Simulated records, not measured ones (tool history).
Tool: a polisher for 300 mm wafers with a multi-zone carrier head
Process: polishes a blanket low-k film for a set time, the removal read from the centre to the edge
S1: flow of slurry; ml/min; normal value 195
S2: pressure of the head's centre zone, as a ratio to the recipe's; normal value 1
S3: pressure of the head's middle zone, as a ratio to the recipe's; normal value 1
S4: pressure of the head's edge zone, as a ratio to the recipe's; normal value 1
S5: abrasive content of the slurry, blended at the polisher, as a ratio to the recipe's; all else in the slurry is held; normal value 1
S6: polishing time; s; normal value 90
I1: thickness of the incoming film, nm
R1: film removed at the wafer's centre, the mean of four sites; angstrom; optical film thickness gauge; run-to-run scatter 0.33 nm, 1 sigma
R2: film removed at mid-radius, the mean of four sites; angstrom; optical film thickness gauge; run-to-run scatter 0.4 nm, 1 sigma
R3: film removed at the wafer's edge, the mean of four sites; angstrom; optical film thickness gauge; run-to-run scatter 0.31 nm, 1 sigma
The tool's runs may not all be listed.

Run 1, day 0: usual settings but S1 220 ml/min, S5 1.05; I1 489.6. Result: R1 491 angstrom, R2 451 angstrom, R3 431 angstrom.
Run 2, day 1.35: usual settings but S1 220 ml/min, S5 1.05; I1 494.5. Result: R1 497 angstrom, R2 435 angstrom, R3 434 angstrom.
Run 3, day 2.325: usual settings; I1 497.5. Result: R1 474 angstrom, R2 428 angstrom, R3 420 angstrom.
Run 4, day 2.954: usual settings; I1 485.8. Result: R1 470 angstrom, R2 425 angstrom, R3 413 angstrom.
Run 5, day 4.433: usual settings; I1 492.8. Result: R1 471 angstrom, R2 424 angstrom, R3 419 angstrom.
Run 6, day 5.092: usual settings but S1 245 ml/min, S6 70 s; I1 494. Result: R1 377 angstrom, R2 337 angstrom, R3 333 angstrom.
At day 5.517: worn pad replaced by a new one.
Run 7, day 6.196: usual settings but S3 0.92; I1 488.8. Result: R1 472 angstrom, R2 392 angstrom, R3 416 angstrom.
At day 7.058: centre zone pressure recalibrated.
Run 8, day 7.246: usual settings but S3 0.92; I1 495.1. Result: R1 415 angstrom, R2 392 angstrom, R3 415 angstrom.
Run 9, day 8.571: usual settings but S4 0.97, S5 1.1; I1 493.3. Result: R1 442 angstrom, R2 453 angstrom, R3 439 angstrom.
At day 9.242: carrier head's membrane replaced by a new one.
Run 10, day 9.271: usual settings but S2 0.89; I1 498.7. Result: R1 374 angstrom, R2 422 angstrom, R3 422 angstrom.
At day 9.833: slurry nozzle cleaned.
At day 10.321: worn pad replaced by a new one.
At day 10.446: edge zone pressure recalibrated.
Run 11, day 10.554: usual settings; I1 487.6. Result: R1 426 angstrom, R2 413 angstrom, R3 413 angstrom.
Run 12, day 11.825: usual settings but S3 0.89; I1 490.6. Result: R1 432 angstrom, R2 376 angstrom, R3 422 angstrom.
Run 13, day 12.8: usual settings but S2 1.08, S3 1.05, S5 1.1, S6 100 s; I1 489.5. Result: R1 556 angstrom, R2 517 angstrom, R3 493 angstrom.
Run 14, day 13.967: usual settings but S3 1.04, S4 0.95, S6 104 s; I1 499.3. Result: R1 500 angstrom, R2 507 angstrom, R3 478 angstrom.
Run 15, day 15.458: usual settings but S1 145 ml/min, S2 0.9, S4 1.05, S6 66 s; I1 495.9. Result: R1 272 angstrom, R2 291 angstrom, R3 300 angstrom.
At day 16.483: worn pad replaced by a new one.
Run 16, day 16.646: usual settings but S1 140 ml/min, S4 0.92; I1 491.8. Result: R1 411 angstrom, R2 400 angstrom, R3 385 angstrom.

4 options for the next run, each taken on its own from the tool as it stands now. Forecast them:
Run A, day 16.667: usual settings but S1 225 ml/min; I1 492.2. Result: R1 ?, R2 ?, R3 ?.
Run B, day 16.667: usual settings but S2 0.93, S3 0.89, S6 112 s; I1 492.2. Result: R1 ?, R2 ?, R3 ?.
Run C, day 16.667: usual settings but S2 1.05, S5 1.2, S6 74 s; I1 492.2. Result: R1 ?, R2 ?, R3 ?.
Run D, day 16.667: usual settings but S1 155 ml/min, S3 0.88; I1 492.2. Result: R1 ?, R2 ?, R3 ?.

run   R1   R2   R3
  A  457  430  422
  B  515  476  518
  C  426  383  378
  D  425  363  403
Take away the tool's hidden state, keep each run's random variation, and the runs would have read:
run   R1   R2   R3
  A  437  430  422
  B  493  476  518
  C  408  383  378
  D  406  363  403
